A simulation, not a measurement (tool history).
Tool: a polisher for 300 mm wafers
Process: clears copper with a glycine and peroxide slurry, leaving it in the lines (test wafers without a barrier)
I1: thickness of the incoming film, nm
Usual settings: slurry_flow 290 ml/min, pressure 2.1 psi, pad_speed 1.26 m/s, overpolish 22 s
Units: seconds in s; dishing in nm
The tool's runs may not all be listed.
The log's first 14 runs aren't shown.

run 15 hour=451.1 | slurry_flow=290 pressure=2.1 pad_speed=1.26 overpolish=22 | I1=641.9 | seconds=120.5 dishing=48.1
run 16 hour=472.8 | slurry_flow=365 pressure=2.1 pad_speed=1.26 overpolish=22 | I1=639.4 | seconds=118 dishing=48.1
run 17 hour=490 | slurry_flow=215 pressure=2.3 pad_speed=0.94 overpolish=31 | I1=635.1 | seconds=146.9 dishing=51.7
run 18 hour=512.8 | slurry_flow=240 pressure=1.4 pad_speed=1.6 overpolish=30 | I1=632.9 | seconds=136.1 dishing=47.7
run 19 hour=528.7 | slurry_flow=290 pressure=2.1 pad_speed=1.26 overpolish=22 | I1=635.9 | seconds=118.1 dishing=46.9
-- hour=557.1 worn pad replaced by a new one
run 20 hour=559.2 | slurry_flow=290 pressure=2.1 pad_speed=1.26 overpolish=30 | I1=630.9 | seconds=119.5 dishing=50.9
run 21 hour=590.3 | slurry_flow=240 pressure=2.1 pad_speed=1.38 overpolish=33 | I1=641.6 | seconds=112 dishing=53.9
-- hour=635.5 slurry nozzle cleaned
-- hour=637.8 head pressure recalibrated
run 22 hour=672 | slurry_flow=290 pressure=1.7 pad_speed=1.26 overpolish=22 | I1=638.4 | seconds=151.6 dishing=40.9
run 23 hour=701.1 | slurry_flow=205 pressure=2.1 pad_speed=1.26 overpolish=22 | I1=648.2 | seconds=134.7 dishing=44.5
run 24 hour=723.7 | slurry_flow=385 pressure=1.4 pad_speed=1.62 overpolish=31 | I1=639.3 | seconds=137.1 dishing=46.7
run 25 hour=751.4 | slurry_flow=255 pressure=2.6 pad_speed=1.26 overpolish=18 | I1=640.2 | seconds=106.3 dishing=46.8
run 26 hour=767 | slurry_flow=375 pressure=2.1 pad_speed=0.86 overpolish=18 | I1=633.4 | seconds=166.7 dishing=36.3
run 27 hour=782.4 | slurry_flow=290 pressure=2.1 pad_speed=1.26 overpolish=22 | I1=647.3 | seconds=128 dishing=45.7
run 28 hour=796.2 | slurry_flow=290 pressure=2.1 pad_speed=1.26 overpolish=22 | I1=635.1 | seconds=125.7 dishing=47.4
-- hour=808.7 worn pad replaced by a new one
run 29 hour=830.4 | slurry_flow=290 pressure=2.1 pad_speed=1.4 overpolish=22 | I1=632.1 | seconds=109.8 dishing=46.7
run 30 hour=856.5 | slurry_flow=290 pressure=2.1 pad_speed=1 overpolish=18 | I1=630.2 | seconds=145.4 dishing=37.8
run 31 hour=870.9 | slurry_flow=290 pressure=2.1 pad_speed=1.26 overpolish=29 | I1=650 | seconds=129.2 dishing=49.8
run 32 hour=884.9 | slurry_flow=290 pressure=2.1 pad_speed=1.26 overpolish=22 | I1=641.5 | seconds=123.9 dishing=47
run 33 hour=914.7 | slurry_flow=240 pressure=1.8 pad_speed=1.26 overpolish=22 | I1=651.6 | seconds=146.3 dishing=42.1
run 34 hour=942.8 | slurry_flow=255 pressure=2.1 pad_speed=1.12 overpolish=22 | I1=642.2 | seconds=138.5 dishing=44.7

4 ways to go on from here, each from the tool as it stands after run 34. What would each give?
run A hour=943.3 | slurry_flow=290 pressure=2.1 pad_speed=1.26 overpolish=22 | I1=639.6 | seconds=? dishing=?
run B hour=943.3 | slurry_flow=290 pressure=2.7 pad_speed=1.26 overpolish=30 | I1=639.6 | seconds=? dishing=?
run C hour=943.3 | slurry_flow=370 pressure=2.1 pad_speed=1.6 overpolish=22 | I1=639.6 | seconds=? dishing=?
run D hour=943.3 | slurry_flow=370 pressure=2.7 pad_speed=1.68 overpolish=10 | I1=639.6 | seconds=? dishing=?

run=A seconds=123.8 dishing=47.1
run=B seconds=100.2 dishing=55.7
run=C seconds=99.1 dishing=49.9
run=D seconds=76.3 dishing=41
Without the tool's hidden state the same runs would have given:
run=A seconds=127.8 dishing=46.4
run=B seconds=103.6 dishing=55.2
run=C seconds=102.5 dishing=49.2
run=D seconds=79 dishing=40.2

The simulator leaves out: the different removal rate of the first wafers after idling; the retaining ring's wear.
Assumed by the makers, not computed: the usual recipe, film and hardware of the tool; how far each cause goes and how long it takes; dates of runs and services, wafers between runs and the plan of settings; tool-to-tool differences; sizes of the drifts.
